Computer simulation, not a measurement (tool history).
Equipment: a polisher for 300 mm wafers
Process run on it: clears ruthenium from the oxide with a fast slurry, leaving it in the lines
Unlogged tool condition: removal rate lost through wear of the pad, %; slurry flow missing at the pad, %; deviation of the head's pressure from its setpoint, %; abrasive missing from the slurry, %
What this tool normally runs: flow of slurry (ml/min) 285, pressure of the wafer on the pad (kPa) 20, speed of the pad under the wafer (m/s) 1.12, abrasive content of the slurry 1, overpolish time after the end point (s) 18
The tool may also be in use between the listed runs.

| run | day | flow of slurry (ml/min) | pressure of the wafer on the pad (kPa) | speed of the pad under the wafer (m/s) | abrasive content of the slurry | overpolish time after the end point (s) | wafers since the last listed run | wafers polished on this pad | hours since the slurry nozzle was cleaned | hours since the head pressure was calibrated | hours since the slurry blender was calibrated | incoming thickness of the incoming film, nm | time until the end point was called (s) | dishing of a wide line in a test structure (Å) |
|---|---|---|---|---|---|---|---|---|---|---|---|---|---|---|
| 1 | 0 | 285 | 20 | 1.12 | 1 | 18 | 0 | 348 | 382.2 | 589.6 | 153.2 | 177.5 | 36.5 | 577 |
| 2 | 0.667 | 285 | 20 | 1.12 | 1 | 18 | 203 | 552 | 398.2 | 605.6 | 169.2 | 181.5 | 37.9 | 549 |
| 3 | 1.179 | 285 | 20 | 1.12 | 1 | 18 | 156 | 708 | 410.5 | 617.9 | 181.5 | 179.8 | 37.9 | 564 |
|  | 1.433 | worn pad replaced by a new one |
| 4 | 1.688 | 285 | 20 | 1.12 | 1 | 18 | 104 | 77 | 422.7 | 630.1 | 193.7 | 181.7 | 35.5 | 605 |
| 5 | 1.996 | 285 | 20 | 1.12 | 1 | 18 | 94 | 171 | 430.1 | 637.5 | 201.1 | 183.1 | 37.3 | 578 |
| 6 | 2.346 | 285 | 20 | 1.12 | 1 | 18 | 106 | 278 | 438.5 | 645.9 | 209.5 | 177.7 | 36.6 | 570 |
| 7 | 3.042 | 285 | 17.9 | 1.12 | 1 | 18 | 212 | 491 | 455.2 | 662.6 | 226.2 | 180.8 | 42.3 | 524 |
| 8 | 3.55 | 285 | 17.9 | 1.12 | 1 | 18 | 155 | 646 | 467.4 | 674.8 | 238.4 | 182.8 | 42.6 | 509 |
|  | 4.112 | worn pad replaced by a new one |
| 9 | 4.133 | 285 | 17.9 | 1.12 | 1 | 18 | 127 | 6 | 481.4 | 688.8 | 252.4 | 179.7 | 38.1 | 562 |
| 10 | 4.379 | 285 | 20 | 1 | 1 | 18 | 75 | 81 | 487.3 | 694.7 | 258.3 | 179.3 | 38.9 | 545 |
|  | 4.612 | head pressure recalibrated |
| 11 | 4.933 | 285 | 20 | 1 | 1 | 18 | 143 | 225 | 500.6 | 7.7 | 271.6 | 178.9 | 41.3 | 536 |
| 12 | 5.362 | 285 | 20 | 1 | 1 | 18 | 131 | 356 | 510.9 | 18 | 281.9 | 181.4 | 42.6 | 526 |
| 13 | 5.962 | 285 | 20 | 1.12 | 1.1 | 18 | 183 | 539 | 525.3 | 32.4 | 296.3 | 178.9 | 36.8 | 570 |
|  | 6.542 | worn pad replaced by a new one |
| 14 | 6.65 | 375 | 20 | 1.12 | 1 | 25 | 159 | 32 | 541.8 | 48.9 | 312.8 | 178.6 | 34 | 739 |
|  | 7.112 | slurry nozzle cleaned |
| 15 | 7.133 | 285 | 20 | 1.12 | 1.3 | 24 | 134 | 167 | 0.5 | 60.5 | 324.4 | 181.9 | 33 | 735 |
| 16 | 7.733 | 325 | 20 | 1.12 | 1 | 25 | 183 | 351 | 14.9 | 74.9 | 338.8 | 179.3 | 38.4 | 697 |
| 17 | 8.267 | 285 | 20 | 1.12 | 1 | 24 | 162 | 513 | 27.7 | 87.7 | 351.6 | 180.3 | 40.1 | 694 |
| 18 | 8.654 | 310 | 20 | 1.48 | 1.25 | 29 | 118 | 632 | 37 | 97 | 360.9 | 177.4 | 26.5 | 880 |
|  | 9.258 | worn pad replaced by a new one |
| 19 | 9.325 | 285 | 20 | 1.38 | 1 | 18 | 154 | 20 | 53.1 | 113.1 | 377 | 178.6 | 29 | 659 |
|  | 9.729 | slurry blender recalibrated |
| 20 | 9.846 | 375 | 24.8 | 1.12 | 1.1 | 18 | 133 | 153 | 65.6 | 125.6 | 2.8 | 181.8 | 27.5 | 704 |
| 21 | 10.542 | 285 | 15.2 | 1.34 | 1 | 18 | 212 | 366 | 82.3 | 142.3 | 19.5 | 181.3 | 39.8 | 547 |
| 22 | 11.029 | 285 | 20 | 1.12 | 1 | 18 | 148 | 515 | 94 | 154 | 31.2 | 179.5 | 38 | 565 |
|  | 11.746 | worn pad replaced by a new one |
| 23 | 11.767 | 285 | 20 | 1.12 | 1 | 18 | 174 | 6 | 111.7 | 171.7 | 48.9 | 177.7 | 33.4 | 616 |
| 24 | 12.3 | 285 | 20 | 1.12 | 1 | 18 | 162 | 169 | 124.5 | 184.5 | 61.7 | 176.6 | 34.6 | 578 |

What would each run have given without the hidden state, its run-to-run variation left as it was?
| run | time until the end point was called (s) | dishing of a wide line in a test structure (Å) |
|---|---|---|
| 1 | 32.7 | 623 |
| 2 | 33.3 | 600 |
| 3 | 33 | 620 |
| 4 | 33.4 | 630 |
| 5 | 34.2 | 614 |
| 6 | 32.8 | 615 |
| 7 | 36.9 | 579 |
| 8 | 36.7 | 566 |
| 9 | 36.7 | 577 |
| 10 | 36.4 | 572 |
| 11 | 36.9 | 581 |
| 12 | 37.2 | 580 |
| 13 | 31.7 | 631 |
| 14 | 31.6 | 770 |
| 15 | 29.4 | 783 |
| 16 | 32.8 | 764 |
| 17 | 33.6 | 772 |
| 18 | 22.2 | 945 |
| 19 | 26.6 | 696 |
| 20 | 25.5 | 736 |
| 21 | 35.6 | 592 |
| 22 | 33.6 | 615 |
| 23 | 32.8 | 623 |
| 24 | 32.1 | 608 |
